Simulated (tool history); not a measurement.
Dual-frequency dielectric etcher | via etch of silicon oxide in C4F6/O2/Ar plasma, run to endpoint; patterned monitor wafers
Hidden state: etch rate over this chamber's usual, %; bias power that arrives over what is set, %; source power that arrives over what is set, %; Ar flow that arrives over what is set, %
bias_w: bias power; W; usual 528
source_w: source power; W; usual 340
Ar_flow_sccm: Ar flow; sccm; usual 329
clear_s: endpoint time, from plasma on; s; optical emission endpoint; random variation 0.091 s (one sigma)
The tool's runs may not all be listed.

| run | hour | bias_w | source_w | Ar_flow_sccm | wafers since the last listed run | hours since the last wet clean | hours since the last bias power generator calibration | hours since the last source power generator calibration | hours since the last Ar flow controller change | hours since the last upper electrode change | incoming incoming film thickness, nm | clear_s |
|---|---|---|---|---|---|---|---|---|---|---|---|---|
| 1 | 0 | 528 | 340 | 329 | 0 | 396.3 | 1815.5 | 3678.8 | 1814 | 5011.2 | 109.5 | 31.1 |
| 2 | 16.1 | 528 | 340 | 329 | 210 | 412.4 | 1831.6 | 3694.9 | 1830.1 | 5027.3 | 109.9 | 31 |
| 3 | 29.4 | 528 | 340 | 291 | 173 | 425.7 | 1844.9 | 3708.2 | 1843.4 | 5040.6 | 109.3 | 30.5 |
| 4 | 39.2 | 528 | 340 | 291 | 127 | 435.5 | 1854.7 | 3718 | 1853.2 | 5050.4 | 110.3 | 30.9 |
| 5 | 45.9 | 528 | 340 | 361 | 87 | 442.2 | 1861.4 | 3724.7 | 1859.9 | 5057.1 | 110 | 31.3 |
| 6 | 56.9 | 528 | 340 | 361 | 143 | 453.2 | 1872.4 | 3735.7 | 1870.9 | 5068.1 | 111.2 | 31.9 |
|  | 85.6 | source power generator calibrated |
|  | 90.3 | Ar flow controller replaced |
|  | 91.2 | bias power generator calibrated |
|  | 91.6 | upper electrode replaced |
|  | 92.8 | wet clean of the chamber |
| 7 | 93.3 | 528 | 340 | 329 | 329 | 0.5 | 2.1 | 7.7 | 3 | 1.7 | 109.2 | 30.1 |
| 8 | 93.6 | 528 | 340 | 329 | 3 | 0.8 | 2.4 | 8 | 3.3 | 2 | 110.3 | 30.3 |
| 9 | 93.9 | 528 | 340 | 329 | 3 | 1.1 | 2.7 | 8.3 | 3.6 | 2.3 | 109.5 | 30.1 |
| 10 | 97.5 | 528 | 320 | 329 | 47 | 4.7 | 6.3 | 11.9 | 7.2 | 5.9 | 110.1 | 31.5 |
| 11 | 108.4 | 528 | 320 | 329 | 142 | 15.6 | 17.2 | 22.8 | 18.1 | 16.8 | 108.9 | 31 |
| 12 | 118.1 | 614 | 400 | 357 | 126 | 25.3 | 26.9 | 32.5 | 27.8 | 26.5 | 109.9 | 26.3 |
| 13 | 127.9 | 528 | 340 | 329 | 127 | 35.1 | 36.7 | 42.3 | 37.6 | 36.3 | 109.8 | 30.5 |
| 14 | 140.4 | 419 | 340 | 329 | 163 | 47.6 | 49.2 | 54.8 | 50.1 | 48.8 | 109.5 | 33.4 |
| 15 | 150 | 466 | 340 | 329 | 125 | 57.2 | 58.8 | 64.4 | 59.7 | 58.4 | 110.4 | 32.1 |
| 16 | 163.8 | 528 | 340 | 329 | 180 | 71 | 72.6 | 78.2 | 73.5 | 72.2 | 109.5 | 30.4 |
| 17 | 170.4 | 528 | 340 | 329 | 86 | 77.6 | 79.2 | 84.8 | 80.1 | 78.8 | 109.2 | 30.3 |
| 18 | 187.5 | 528 | 340 | 329 | 223 | 94.7 | 96.3 | 101.9 | 97.2 | 95.9 | 109.7 | 30.6 |
| 19 | 200.1 | 573 | 340 | 350 | 164 | 107.3 | 108.9 | 114.5 | 109.8 | 108.5 | 110.5 | 29.9 |
| 20 | 210 | 528 | 310 | 284 | 129 | 117.2 | 118.8 | 124.4 | 119.7 | 118.4 | 110.5 | 32 |
| 21 | 216.3 | 494 | 340 | 380 | 82 | 123.5 | 125.1 | 130.7 | 126 | 124.7 | 110.2 | 32.1 |
| 22 | 223.5 | 574 | 360 | 390 | 94 | 130.7 | 132.3 | 137.9 | 133.2 | 131.9 | 109 | 29 |

What the log doesn't show, run by run:
bias power that arrives over what is set, %: 0 in every run
source power that arrives over what is set, %: 0 in every run
Ar flow that arrives over what is set, %: 0 in every run
H1: etch rate over this chamber's usual, %
| run | H1 |
|---|---|
| 1 | -2.15 |
| 2 | -2.26 |
| 3 | -2.36 |
| 4 | -2.43 |
| 5 | -2.47 |
| 6 | -2.55 |
| 7 | 0.227 |
| 8 | 0.225 |
| 9 | 0.223 |
| 10 | 0.198 |
| 11 | 0.122 |
| 12 | 0.0544 |
| 13 | -0.0138 |
| 14 | -0.101 |
| 15 | -0.168 |
| 16 | -0.264 |
| 17 | -0.31 |
| 18 | -0.429 |
| 19 | -0.516 |
| 20 | -0.585 |
| 21 | -0.629 |
| 22 | -0.679 |
